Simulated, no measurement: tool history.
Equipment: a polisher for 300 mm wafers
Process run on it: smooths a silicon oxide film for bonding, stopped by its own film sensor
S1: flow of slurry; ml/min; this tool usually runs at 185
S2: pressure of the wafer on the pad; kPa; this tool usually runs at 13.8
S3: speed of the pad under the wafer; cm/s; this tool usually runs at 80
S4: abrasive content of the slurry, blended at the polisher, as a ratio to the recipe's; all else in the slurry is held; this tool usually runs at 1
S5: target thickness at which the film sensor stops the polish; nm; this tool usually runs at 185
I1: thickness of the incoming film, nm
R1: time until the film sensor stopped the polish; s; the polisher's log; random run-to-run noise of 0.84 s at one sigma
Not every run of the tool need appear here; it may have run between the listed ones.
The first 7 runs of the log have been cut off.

| run | day | S1 | S2 | S3 | S4 | S5 | I1 | R1 |
|---|---|---|---|---|---|---|---|---|
|  | 11.692 | worn pad replaced by a new one |
| 8 | 11.712 | 235 | 18.6 | 90 | 1.15 | 185 | 218.1 | 44.5 |
| 9 | 13.862 | 185 | 13.8 | 80 | 1 | 192 | 219.5 | 58.4 |
|  | 14.433 | head pressure recalibrated |
| 10 | 15.383 | 165 | 13.8 | 80 | 1.1 | 176 | 221.6 | 95.1 |
| 11 | 16.875 | 185 | 13.8 | 60 | 1.2 | 178 | 221.4 | 108.2 |
| 12 | 17.958 | 185 | 16.5 | 80 | 1 | 185 | 215.5 | 54.2 |
| 13 | 19.846 | 185 | 16.5 | 80 | 1 | 185 | 223.9 | 69.1 |
| 14 | 22.754 | 185 | 13.8 | 80 | 1 | 192 | 217.4 | 53.7 |
|  | 25.554 | slurry blender recalibrated |
| 15 | 25.575 | 185 | 13.8 | 80 | 1 | 185 | 216.2 | 65.1 |
| 16 | 26.617 | 185 | 13.8 | 80 | 1 | 185 | 217.9 | 69.7 |
| 17 | 28.383 | 185 | 13.8 | 80 | 1 | 185 | 223.9 | 82.4 |
|  | 29.65 | worn pad replaced by a new one |
| 18 | 30.475 | 130 | 13.8 | 80 | 1 | 188 | 222.4 | 78 |
| 19 | 31.95 | 185 | 13.8 | 80 | 1 | 185 | 217.7 | 68.7 |
| 20 | 34.738 | 185 | 13.8 | 80 | 1.25 | 192 | 220.8 | 57.4 |
|  | 36.942 | slurry nozzle cleaned |
| 21 | 37.496 | 160 | 9.7 | 80 | 1.25 | 179 | 221.2 | 112 |
| 22 | 39.792 | 170 | 11 | 80 | 1.1 | 185 | 218.8 | 83.8 |
| 23 | 41.367 | 140 | 9.7 | 94 | 1.1 | 185 | 220.2 | 87.5 |
|  | 43.179 | slurry blender recalibrated |
| 24 | 43.2 | 185 | 13.8 | 80 | 1 | 178 | 217.9 | 81.1 |
| 25 | 44.596 | 235 | 13.8 | 80 | 1 | 185 | 217.4 | 65.4 |
| 26 | 45.775 | 185 | 13.8 | 80 | 0.85 | 185 | 218.6 | 75.3 |
|  | 47.462 | worn pad replaced by a new one |
| 27 | 47.492 | 125 | 13.8 | 80 | 1 | 185 | 222.1 | 84.1 |
| 28 | 49.246 | 185 | 13.8 | 80 | 1 | 185 | 220.3 | 74.3 |
| 29 | 50.408 | 125 | 13.8 | 80 | 0.7 | 182 | 216.7 | 90.2 |
| 30 | 52.879 | 185 | 17.9 | 80 | 1 | 193 | 221.3 | 47.8 |

Here are 4 independent what-if runs from the current tool condition. What would each one return?
| A | 52.896 | 185 | 13.8 | 80 | 1 | 185 | 220.8 | ? |
| B | 52.896 | 185 | 11.7 | 70 | 1 | 185 | 220.8 | ? |
| C | 52.896 | 225 | 17.2 | 102 | 1 | 185 | 220.8 | ? |
| D | 52.896 | 185 | 13.8 | 106 | 0.85 | 193 | 220.8 | ? |

| run | R1 |
|---|---|
| A | 75.9 |
| B | 96.6 |
| C | 50.4 |
| D | 50.2 |
With the hidden condition removed and each run's random variation left untouched, the same runs would have given:
| run | R1 |
|---|---|
| A | 74.9 |
| B | 95.3 |
| C | 49.8 |
| D | 49.5 |

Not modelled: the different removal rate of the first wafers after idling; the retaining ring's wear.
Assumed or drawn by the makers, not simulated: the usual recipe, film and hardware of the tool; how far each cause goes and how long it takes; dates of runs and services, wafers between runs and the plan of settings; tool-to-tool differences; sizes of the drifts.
